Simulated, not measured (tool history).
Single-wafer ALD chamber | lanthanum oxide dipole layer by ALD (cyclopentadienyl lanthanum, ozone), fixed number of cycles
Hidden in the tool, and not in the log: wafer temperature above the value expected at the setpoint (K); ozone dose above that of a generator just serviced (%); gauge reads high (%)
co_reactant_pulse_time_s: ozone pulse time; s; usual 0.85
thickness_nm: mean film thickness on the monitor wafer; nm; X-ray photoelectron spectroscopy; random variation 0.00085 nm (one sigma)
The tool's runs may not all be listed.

run   hour  co_reactant_pulse_time_s  wafers since the last listed run  hours since the last thermocouple change  hours since the last ozone generator service  hours since the showerhead was replaced  hours since the gauge calibration  read-back reference wafer on the same gauge, thickness_nm  thickness_nm
  1      0                      0.85                                 0                                    1417.8                                         593.1                                   3549.4                              106.2                                                       0.46         0.409
  2   13.6                      0.85                               177                                    1431.4                                         606.7                                     3563                              119.8                                                       0.46         0.409
  3   65.6                      0.85                               679                                    1483.4                                         658.7                                     3615                              171.8                                                       0.46         0.409
  4   80.3                      0.85                               192                                    1498.1                                         673.4                                   3629.7                              186.5                                                      0.461          0.41
  5   90.4                      0.85                               132                                    1508.2                                         683.5                                   3639.8                              196.6                                                       0.46         0.409
  6  102.8                      0.85                               162                                    1520.6                                         695.9                                   3652.2                                209                                                       0.46         0.409
  7  114.6                      0.85                               154                                    1532.4                                         707.7                                     3664                              220.8                                                       0.46         0.409
     127.4  -- thermocouple changed; heater temperature recalibrated
  8  127.9                      0.85                                69                                       0.5                                           721                                   3677.3                              234.1                                                       0.46          0.41
  9  137.3                      0.85                               122                                       9.9                                         730.4                                   3686.7                              243.5                                                      0.461          0.41
 10  150.2                      0.85                               168                                      22.8                                         743.3                                   3699.6                              256.4                                                       0.46         0.411
     152.3  -- gauge calibrated
 11  161.1                      0.85                               142                                      33.7                                         754.2                                   3710.5                                8.8                                                       0.46         0.409
 12  172.9                      1.07                               154                                      45.5                                           766                                   3722.3                               20.6                                                       0.46         0.447
 13  183.4                      1.07                               137                                        56                                         776.5                                   3732.8                               31.1                                                       0.46         0.444
 14  189.7                      0.64                                82                                      62.3                                         782.8                                   3739.1                               37.4                                                       0.46         0.353
     200.8  -- showerhead replaced
 15  201.3                      0.85                                47                                      73.9                                         794.4                                      0.5                                 49                                                       0.46         0.409
 16  216.3                      0.69                               196                                      88.9                                         809.4                                     15.5                                 64                                                       0.46         0.369
     230.1  -- ozone generator serviced
 17  230.6                      0.85                                82                                     103.2                                           0.5                                     29.8                               78.3                                                       0.46         0.409
 18  235.3                      1.07                                61                                     107.9                                           5.2                                     34.5                                 83                                                      0.459         0.444
 19  241.4                      1.15                                79                                       114                                          11.3                                     40.6                               89.1                                                       0.46         0.455
 20  257.3                      0.68                               207                                     129.9                                          27.2                                     56.5                                105                                                       0.46         0.366
 21  265.2                      1.14                               103                                     137.8                                          35.1                                     64.4                              112.9                                                       0.46         0.454
 22  282.3                      0.85                               223                                     154.9                                          52.2                                     81.5                                130                                                       0.46          0.41
 23  293.2                      0.57                               142                                     165.8                                          63.1                                     92.4                              140.9                                                       0.46         0.327
 24    300                      1.02                                88                                     172.6                                          69.9                                     99.2                              147.7                                                       0.46         0.438
 25  306.8                      1.05                                88                                     179.4                                          76.7                                      106                              154.5                                                       0.46         0.443
 26  318.3                      0.85                               150                                     190.9                                          88.2                                    117.5                                166                                                       0.46         0.408
 27    327                      0.62                               113                                     199.6                                          96.9                                    126.2                              174.7                                                      0.459         0.347
 28  340.3                      0.93                               173                                     212.9                                         110.2                                    139.5                                188                                                       0.46         0.424
 29  354.6                      0.85                               186                                     227.2                                         124.5                                    153.8                              202.3                                                       0.46          0.41
 30    369                      1.11                               188                                     241.6                                         138.9                                    168.2                              216.7                                                       0.46         0.449
 31  377.4                      0.76                               109                                       250                                         147.3                                    176.6                              225.1                                                       0.46         0.388
 32    385                      0.85                                99                                     257.6                                         154.9                                    184.2                              232.7                                                       0.46         0.411
 33  402.3                      1.18                               226                                     274.9                                         172.2                                    201.5                                250                                                       0.46         0.457
     410.3  -- gauge calibrated
 34  417.3                      0.98                               196                                     289.9                                         187.2                                    216.5                                  7                                                       0.46         0.432

5 ways to go on from here, each from the tool as it stands after run 34. What would each give?
  A  417.7                      0.65                                 5                                     290.3                                         187.6                                    216.9                                7.4                                                          ?             ?
  B  417.7                      0.97                                 5                                     290.3                                         187.6                                    216.9                                7.4                                                          ?             ?
  C  417.7                      0.52                                 5                                     290.3                                         187.6                                    216.9                                7.4                                                          ?             ?
  D  417.7                      0.63                                 5                                     290.3                                         187.6                                    216.9                                7.4                                                          ?             ?
  E  417.7                      0.67                                 5                                     290.3                                         187.6                                    216.9                                7.4                                                          ?             ?

run  read-back reference wafer on the same gauge, thickness_nm  thickness_nm
  A                                                       0.46         0.357
  B                                                       0.46         0.431
  C                                                       0.46         0.307
  D                                                       0.46          0.35
  E                                                       0.46         0.363
Without the tool's hidden state the same runs would have given:
run  thickness_nm
  A         0.357
  B         0.431
  C         0.307
  D          0.35
  E         0.363
